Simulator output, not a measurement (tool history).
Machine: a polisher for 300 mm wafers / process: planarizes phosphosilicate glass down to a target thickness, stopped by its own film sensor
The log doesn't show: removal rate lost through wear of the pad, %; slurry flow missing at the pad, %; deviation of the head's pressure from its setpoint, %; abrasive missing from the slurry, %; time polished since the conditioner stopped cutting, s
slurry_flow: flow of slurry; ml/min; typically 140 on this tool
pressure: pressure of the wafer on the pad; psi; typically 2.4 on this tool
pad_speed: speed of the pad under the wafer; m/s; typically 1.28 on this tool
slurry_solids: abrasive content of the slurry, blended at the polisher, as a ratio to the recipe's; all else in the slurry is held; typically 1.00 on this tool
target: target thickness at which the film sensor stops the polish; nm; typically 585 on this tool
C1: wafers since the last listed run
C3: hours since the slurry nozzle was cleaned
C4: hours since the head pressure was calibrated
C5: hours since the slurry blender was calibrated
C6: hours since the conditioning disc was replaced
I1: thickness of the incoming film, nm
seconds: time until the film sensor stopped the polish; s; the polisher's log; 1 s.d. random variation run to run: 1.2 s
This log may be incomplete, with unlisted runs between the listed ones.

{"run": 1, "hour": 0.0, "slurry_flow": 140, "pressure": 2.4, "pad_speed": 1.28, "slurry_solids": 1.0, "target": 585, "C1": 0, "wafers polished on this pad": 309, "C3": 24.9, "C4": 577.0, "C5": 70.5, "C6": 537.9, "I1": 1407.7, "seconds": 79.8}
{"run": 2, "hour": 27.7, "slurry_flow": 140, "pressure": 2.4, "pad_speed": 1.28, "slurry_solids": 1.0, "target": 585, "C1": 204, "wafers polished on this pad": 514, "C3": 52.6, "C4": 604.7, "C5": 98.2, "C6": 565.6, "I1": 1406.4, "seconds": 79.5}
{"hour": 34.6, "done": "conditioning disc replaced and pad reconditioned"}
{"run": 3, "hour": 54.7, "slurry_flow": 100, "pressure": 2.2, "pad_speed": 0.86, "slurry_solids": 0.85, "target": 585, "C1": 184, "wafers polished on this pad": 699, "C3": 79.6, "C4": 631.7, "C5": 125.2, "C6": 20.1, "I1": 1376.6, "seconds": 119.9}
{"run": 4, "hour": 83.7, "slurry_flow": 140, "pressure": 2.7, "pad_speed": 1.6, "slurry_solids": 1.0, "target": 585, "C1": 214, "wafers polished on this pad": 913, "C3": 108.6, "C4": 660.7, "C5": 154.2, "C6": 49.1, "I1": 1396.8, "seconds": 61.3}
{"run": 5, "hour": 99.9, "slurry_flow": 170, "pressure": 2.4, "pad_speed": 1.28, "slurry_solids": 1.0, "target": 511, "C1": 119, "wafers polished on this pad": 1033, "C3": 124.8, "C4": 676.9, "C5": 170.4, "C6": 65.3, "I1": 1407.1, "seconds": 83.1}
{"run": 6, "hour": 121.6, "slurry_flow": 125, "pressure": 2.7, "pad_speed": 1.46, "slurry_solids": 0.85, "target": 585, "C1": 160, "wafers polished on this pad": 1193, "C3": 146.5, "C4": 698.6, "C5": 192.1, "C6": 87.0, "I1": 1405.2, "seconds": 72.8}
{"run": 7, "hour": 138.1, "slurry_flow": 170, "pressure": 3.0, "pad_speed": 0.9, "slurry_solids": 1.0, "target": 774, "C1": 121, "wafers polished on this pad": 1315, "C3": 163.0, "C4": 715.1, "C5": 208.6, "C6": 103.5, "I1": 1372.4, "seconds": 56.1}
{"run": 8, "hour": 162.6, "slurry_flow": 185, "pressure": 2.4, "pad_speed": 1.16, "slurry_solids": 1.0, "target": 676, "C1": 181, "wafers polished on this pad": 1496, "C3": 187.5, "C4": 739.6, "C5": 233.1, "C6": 128.0, "I1": 1383.5, "seconds": 69.8}
{"run": 9, "hour": 177.9, "slurry_flow": 140, "pressure": 2.4, "pad_speed": 1.28, "slurry_solids": 0.7, "target": 311, "C1": 113, "wafers polished on this pad": 1609, "C3": 202.8, "C4": 754.9, "C5": 248.4, "C6": 143.3, "I1": 1402.7, "seconds": 129.1}
{"hour": 184.7, "done": "worn pad replaced by a new one"}
{"run": 10, "hour": 253.0, "slurry_flow": 165, "pressure": 2.4, "pad_speed": 1.64, "slurry_solids": 1.0, "target": 807, "C1": 525, "wafers polished on this pad": 504, "C3": 277.9, "C4": 830.0, "C5": 323.5, "C6": 218.4, "I1": 1404.5, "seconds": 48.2}
{"hour": 277.9, "done": "slurry blender recalibrated"}
{"run": 11, "hour": 278.4, "slurry_flow": 140, "pressure": 2.4, "pad_speed": 1.28, "slurry_solids": 1.0, "target": 585, "C1": 172, "wafers polished on this pad": 677, "C3": 303.3, "C4": 855.4, "C5": 0.5, "C6": 243.8, "I1": 1404.2, "seconds": 78.2}
{"run": 12, "hour": 305.8, "slurry_flow": 170, "pressure": 1.8, "pad_speed": 1.72, "slurry_solids": 1.15, "target": 585, "C1": 202, "wafers polished on this pad": 879, "C3": 330.7, "C4": 882.8, "C5": 27.9, "C6": 271.2, "I1": 1384.1, "seconds": 77.8}
{"run": 13, "hour": 326.8, "slurry_flow": 180, "pressure": 2.4, "pad_speed": 1.7, "slurry_solids": 1.0, "target": 777, "C1": 155, "wafers polished on this pad": 1034, "C3": 351.7, "C4": 903.8, "C5": 48.9, "C6": 292.2, "I1": 1410.4, "seconds": 48.5}
{"hour": 346.1, "done": "slurry nozzle cleaned"}
{"hour": 347.5, "done": "head pressure recalibrated"}
{"run": 14, "hour": 352.5, "slurry_flow": 100, "pressure": 1.6, "pad_speed": 1.64, "slurry_solids": 1.0, "target": 585, "C1": 171, "wafers polished on this pad": 1206, "C3": 6.4, "C4": 5.0, "C5": 74.6, "C6": 317.9, "I1": 1410.5, "seconds": 107.0}
{"run": 15, "hour": 383.1, "slurry_flow": 140, "pressure": 2.4, "pad_speed": 1.28, "slurry_solids": 1.0, "target": 471, "C1": 226, "wafers polished on this pad": 1432, "C3": 37.0, "C4": 35.6, "C5": 105.2, "C6": 348.5, "I1": 1385.1, "seconds": 88.8}
{"hour": 416.4, "done": "worn pad replaced by a new one"}
{"run": 16, "hour": 418.5, "slurry_flow": 140, "pressure": 2.4, "pad_speed": 1.28, "slurry_solids": 1.0, "target": 585, "C1": 232, "wafers polished on this pad": 15, "C3": 72.4, "C4": 71.0, "C5": 140.6, "C6": 383.9, "I1": 1407.1, "seconds": 82.6}
{"run": 17, "hour": 430.9, "slurry_flow": 140, "pressure": 2.4, "pad_speed": 1.1, "slurry_solids": 1.0, "target": 585, "C1": 91, "wafers polished on this pad": 107, "C3": 84.8, "C4": 83.4, "C5": 153.0, "C6": 396.3, "I1": 1387.6, "seconds": 86.5}
{"run": 18, "hour": 447.9, "slurry_flow": 160, "pressure": 2.4, "pad_speed": 0.86, "slurry_solids": 0.8, "target": 585, "C1": 125, "wafers polished on this pad": 232, "C3": 101.8, "C4": 100.4, "C5": 170.0, "C6": 413.3, "I1": 1411.3, "seconds": 115.4}
{"run": 19, "hour": 523.8, "slurry_flow": 140, "pressure": 1.8, "pad_speed": 1.58, "slurry_solids": 0.85, "target": 585, "C1": 560, "wafers polished on this pad": 793, "C3": 177.7, "C4": 176.3, "C5": 245.9, "C6": 489.2, "I1": 1383.0, "seconds": 100.5}
{"run": 20, "hour": 536.8, "slurry_flow": 170, "pressure": 2.8, "pad_speed": 0.88, "slurry_solids": 1.0, "target": 709, "C1": 96, "wafers polished on this pad": 889, "C3": 190.7, "C4": 189.3, "C5": 258.9, "C6": 502.2, "I1": 1401.4, "seconds": 69.7}
{"run": 21, "hour": 557.2, "slurry_flow": 160, "pressure": 2.4, "pad_speed": 1.08, "slurry_solids": 1.0, "target": 585, "C1": 150, "wafers polished on this pad": 1040, "C3": 211.1, "C4": 209.7, "C5": 279.3, "C6": 522.6, "I1": 1374.6, "seconds": 82.9}
{"run": 22, "hour": 574.5, "slurry_flow": 140, "pressure": 2.4, "pad_speed": 1.28, "slurry_solids": 1.0, "target": 585, "C1": 127, "wafers polished on this pad": 1168, "C3": 228.4, "C4": 227.0, "C5": 296.6, "C6": 539.9, "I1": 1421.8, "seconds": 78.3}
{"run": 23, "hour": 600.6, "slurry_flow": 140, "pressure": 2.4, "pad_speed": 1.28, "slurry_solids": 1.0, "target": 585, "C1": 192, "wafers polished on this pad": 1361, "C3": 254.5, "C4": 253.1, "C5": 322.7, "C6": 566.0, "I1": 1423.8, "seconds": 78.7}
{"hour": 606.5, "done": "conditioning disc replaced and pad reconditioned"}
{"hour": 636.8, "done": "slurry blender recalibrated"}
{"hour": 662.4, "done": "worn pad replaced by a new one"}
{"run": 24, "hour": 677.8, "slurry_flow": 140, "pressure": 2.4, "pad_speed": 1.28, "slurry_solids": 1.0, "target": 585, "C1": 511, "wafers polished on this pad": 113, "C3": 331.7, "C4": 330.3, "C5": 41.0, "C6": 71.3, "I1": 1393.7, "seconds": 78.9}

Predict each of these 5 candidate next runs independently; none follows another, all start after run 24:
{"run": "A", "hour": 678.3, "slurry_flow": 140, "pressure": 2.4, "pad_speed": 1.28, "slurry_solids": 1.0, "target": 585, "C1": 3, "wafers polished on this pad": 117, "C3": 332.2, "C4": 330.8, "C5": 41.5, "C6": 71.8, "I1": 1419.9, "seconds": "?"}
{"run": "B", "hour": 678.3, "slurry_flow": 115, "pressure": 2.4, "pad_speed": 1.28, "slurry_solids": 1.0, "target": 585, "C1": 3, "wafers polished on this pad": 117, "C3": 332.2, "C4": 330.8, "C5": 41.5, "C6": 71.8, "I1": 1419.9, "seconds": "?"}
{"run": "C", "hour": 678.3, "slurry_flow": 140, "pressure": 2.4, "pad_speed": 1.66, "slurry_solids": 1.0, "target": 741, "C1": 3, "wafers polished on this pad": 117, "C3": 332.2, "C4": 330.8, "C5": 41.5, "C6": 71.8, "I1": 1419.9, "seconds": "?"}
{"run": "D", "hour": 678.3, "slurry_flow": 140, "pressure": 2.4, "pad_speed": 1.28, "slurry_solids": 1.0, "target": 708, "C1": 3, "wafers polished on this pad": 117, "C3": 332.2, "C4": 330.8, "C5": 41.5, "C6": 71.8, "I1": 1419.9, "seconds": "?"}
{"run": "E", "hour": 678.3, "slurry_flow": 190, "pressure": 2.4, "pad_speed": 1.02, "slurry_solids": 1.0, "target": 585, "C1": 3, "wafers polished on this pad": 117, "C3": 332.2, "C4": 330.8, "C5": 41.5, "C6": 71.8, "I1": 1419.9, "seconds": "?"}

run=A seconds=81.4
run=B seconds=84.3
run=C seconds=56.1
run=D seconds=69.4
run=E seconds=89.4
Without the tool's unlogged condition, the same runs would have read:
run=A seconds=81.4
run=B seconds=84.3
run=C seconds=56.1
run=D seconds=69.4
run=E seconds=89.4

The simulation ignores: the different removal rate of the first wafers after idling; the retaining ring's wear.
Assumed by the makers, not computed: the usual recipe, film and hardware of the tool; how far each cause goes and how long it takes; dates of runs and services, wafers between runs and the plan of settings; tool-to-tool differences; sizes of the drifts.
